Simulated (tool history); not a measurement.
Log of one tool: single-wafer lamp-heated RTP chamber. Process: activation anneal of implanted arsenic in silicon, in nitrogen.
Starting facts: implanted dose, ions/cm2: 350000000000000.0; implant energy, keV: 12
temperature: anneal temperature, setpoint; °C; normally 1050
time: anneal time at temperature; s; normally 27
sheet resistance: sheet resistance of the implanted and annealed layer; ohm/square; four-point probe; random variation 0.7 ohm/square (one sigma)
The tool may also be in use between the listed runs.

run,hour,temperature,time,wafers since the last listed run,wafers since the last pyrometer calibration,wafers since the reflector plate was cleaned,hours since the gauge calibration,"read-back reference wafer on the same gauge, sheet resistance",sheet resistance
1,0,1050,27,0,574,1663,756.7,219,270.25
2,13.9,1050,27,237,811,1900,770.6,219.03,271.78
3,41.5,1050,27,471,1282,2371,798.2,219.01,270.15
4,61.8,1050,27,346,1629,2718,818.5,218.96,271.45
5,147.9,1050,27,1470,3099,4188,904.6,219.02,270.05
6,173,1050,27,428,3528,4617,929.7,219.03,267.85
7,198,1050,27,426,3955,5043,954.7,218.98,269.62
# hour 216.1: pyrometer window cleaned and pyrometer calibrated
8,224.7,1050,27,319,146,5363,981.4,219.02,271.09
9,253.8,1050,27,496,643,5860,1010.5,218.98,271.11
10,281.9,1026,39,479,1123,6339,1038.6,219.02,272.84
# hour 292.1: reflector plate cleaned
11,314.3,1026,39,416,1540,378,1071,218.9,273.86
12,334.5,1050,27,344,1884,723,1091.2,219.07,270.8
13,346.5,1050,27,204,2089,928,1103.2,218.99,270.5
14,359.3,1050,27,218,2308,1146,1116,219.01,268.53
15,388.8,1050,27,503,2812,1650,1145.5,218.99,269.82
16,405.4,1065,36,283,3095,1934,1162.1,219.02,260.36
17,418.2,1073,14,218,3313,2152,1174.9,219.02,270.29
18,443.1,1050,27,425,3739,2577,1199.8,219.03,267.81
# hour 478.3: pyrometer window cleaned and pyrometer calibrated
# hour 504.4: gauge calibrated
19,542.7,1062,27,1563,1100,4141,38.3,218.98,266.61
20,574,1050,20,534,1634,4676,69.6,218.95,273.54
21,608.3,1050,37,585,2220,5261,103.9,218.86,265.94
22,650,1042,27,711,2932,5973,145.6,219.02,271.76
# hour 692: pyrometer window cleaned and pyrometer calibrated
23,692.5,1078,19,589,8,6562,188.1,219.03,268.37
24,706.6,1050,27,240,248,6803,202.2,218.97,271.89
25,740.2,1050,27,573,822,7377,235.8,219,270.69
# hour 771.9: reflector plate cleaned
26,774.9,1050,27,455,1278,52,270.5,218.91,271.06
27,794.8,1050,27,339,1618,391,290.4,218.97,270.94
28,825.9,1050,35,530,2149,922,321.5,219.02,266.63
29,849.7,1050,20,406,2555,1329,345.3,218.86,274.19
30,862,1036,41,210,2765,1539,357.6,218.95,266.9
31,887.6,1050,27,437,3202,1976,383.2,219.05,269.41
32,903.8,1050,32,276,3479,2252,399.4,219.09,266.2
33,923,1079,39,327,3807,2580,418.6,218.97,252.96
34,947.9,1034,27,425,4232,3005,443.5,219.07,272.11
# hour 956.8: pyrometer window cleaned and pyrometer calibrated
35,972.3,1032,16,280,263,3285,467.9,218.96,282.51
36,993.8,1050,36,367,630,3652,489.4,219.06,267.62
37,1016.7,1040,17,390,1021,4043,512.3,218.98,278.66

Hidden state, per run?
wafer temperature error from the tarnished reflector plate, K: 0 across all the runs
gauge reads high (%): 0 across all the runs
H1: true wafer temperature minus pyrometer reading, K
run,H1
1,1.86
2,2.54
3,3.89
4,4.89
5,9.11
6,10.3
7,11.6
8,0.474
9,1.9
10,3.28
11,4.87
12,5.86
13,6.45
14,7.07
15,8.52
16,9.33
17,9.96
18,11.2
19,4.1
20,5.64
21,7.32
22,9.37
23,0.469
24,1.16
25,2.81
26,4.51
27,5.49
28,7.01
29,8.18
30,8.78
31,10
32,10.8
33,11.8
34,13
35,2.48
36,3.54
37,4.66
